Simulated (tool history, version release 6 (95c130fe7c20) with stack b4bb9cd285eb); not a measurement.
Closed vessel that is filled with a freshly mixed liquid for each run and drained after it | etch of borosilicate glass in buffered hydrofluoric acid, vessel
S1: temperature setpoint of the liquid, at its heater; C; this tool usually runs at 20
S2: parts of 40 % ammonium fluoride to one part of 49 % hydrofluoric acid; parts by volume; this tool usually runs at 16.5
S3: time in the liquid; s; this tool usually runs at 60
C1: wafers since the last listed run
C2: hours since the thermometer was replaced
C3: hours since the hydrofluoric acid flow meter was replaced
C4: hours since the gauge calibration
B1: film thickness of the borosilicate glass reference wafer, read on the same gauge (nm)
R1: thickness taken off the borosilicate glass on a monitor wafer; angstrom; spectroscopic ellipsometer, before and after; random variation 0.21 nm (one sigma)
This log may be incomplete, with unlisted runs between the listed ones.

run 1 hour=0 | S1=20 S2=12 S3=60 | C1=0 C2=1839.5 C3=1421 C4=258 | B1=140 | R1=688.6
run 2 hour=14.5 | S1=20 S2=12 S3=60 | C1=1283 C2=1854 C3=1435.5 C4=272.5 | B1=139.99 | R1=688.7
run 3 hour=33 | S1=20 S2=16.5 S3=60 | C1=1637 C2=1872.5 C3=1454 C4=291 | B1=140.02 | R1=508.5
run 4 hour=58.1 | S1=20 S2=16.5 S3=60 | C1=2222 C2=1897.6 C3=1479.1 C4=316.1 | B1=139.99 | R1=511.2
run 5 hour=76.4 | S1=20 S2=16.5 S3=60 | C1=1620 C2=1915.9 C3=1497.4 C4=334.4 | B1=139.99 | R1=507
run 6 hour=175.5 | S1=20 S2=16.5 S3=60 | C1=8774 C2=2015 C3=1596.5 C4=433.5 | B1=140.01 | R1=519.4
-- hour=191.1 thermometer replaced
run 7 hour=194.3 | S1=20 S2=16.5 S3=60 | C1=1575 C2=3.2 C3=1615.3 C4=452.3 | B1=139.98 | R1=453.8
run 8 hour=218.8 | S1=20 S2=16.5 S3=60 | C1=2169 C2=27.7 C3=1639.8 C4=476.8 | B1=140 | R1=455.5
run 9 hour=247.7 | S1=18 S2=16.5 S3=60 | C1=2558 C2=56.6 C3=1668.7 C4=505.7 | B1=139.99 | R1=413.2
-- hour=254.2 gauge calibrated
-- hour=262.4 hydrofluoric acid flow meter replaced
run 10 hour=279.7 | S1=20 S2=15 S3=60 | C1=2744 C2=88.6 C3=17.3 C4=25.5 | B1=140 | R1=453.5
run 11 hour=307.2 | S1=21.5 S2=16.5 S3=60 | C1=2434 C2=116.1 C3=44.8 C4=53 | B1=140 | R1=444.5
run 12 hour=319.9 | S1=20 S2=16.5 S3=60 | C1=1124 C2=128.8 C3=57.5 C4=65.7 | B1=140 | R1=416
run 13 hour=345.4 | S1=17 S2=19 S3=50 | C1=2257 C2=154.3 C3=83 C4=91.2 | B1=140.01 | R1=250.8
run 14 hour=357.9 | S1=20 S2=16.5 S3=60 | C1=1106 C2=166.8 C3=95.5 C4=103.7 | B1=139.99 | R1=413.8
run 15 hour=374.5 | S1=20 S2=16.5 S3=85 | C1=1469 C2=183.4 C3=112.1 C4=120.3 | B1=140.01 | R1=581.6
run 16 hour=404.7 | S1=22 S2=18.5 S3=60 | C1=2673 C2=213.6 C3=142.3 C4=150.5 | B1=139.99 | R1=413.9
run 17 hour=424.5 | S1=22 S2=22.5 S3=35 | C1=1753 C2=233.4 C3=162.1 C4=170.3 | B1=140 | R1=204
run 18 hour=438.5 | S1=20 S2=16.5 S3=60 | C1=1239 C2=247.4 C3=176.1 C4=184.3 | B1=140 | R1=417.8
run 19 hour=461.1 | S1=20 S2=16.5 S3=60 | C1=2000 C2=270 C3=198.7 C4=206.9 | B1=139.99 | R1=414.5

Branching from run 19: 3 alternative next runs. What would each branch give?
run A hour=461.8 | S1=20 S2=16.5 S3=90 | C1=61 C2=270.7 C3=199.4 C4=207.6 | B1=? | R1=?
run B hour=461.8 | S1=18.5 S2=10.5 S3=30 | C1=61 C2=270.7 C3=199.4 C4=207.6 | B1=? | R1=?
run C hour=461.8 | S1=20 S2=19.5 S3=60 | C1=61 C2=270.7 C3=199.4 C4=207.6 | B1=? | R1=?

run=A B1=140 R1=625.3
run=B B1=140 R1=300.3
run=C B1=140 R1=353.1
What these runs would have given with no unlogged condition in the tool:
run=A R1=589.1
run=B R1=282.9
run=C R1=332.7
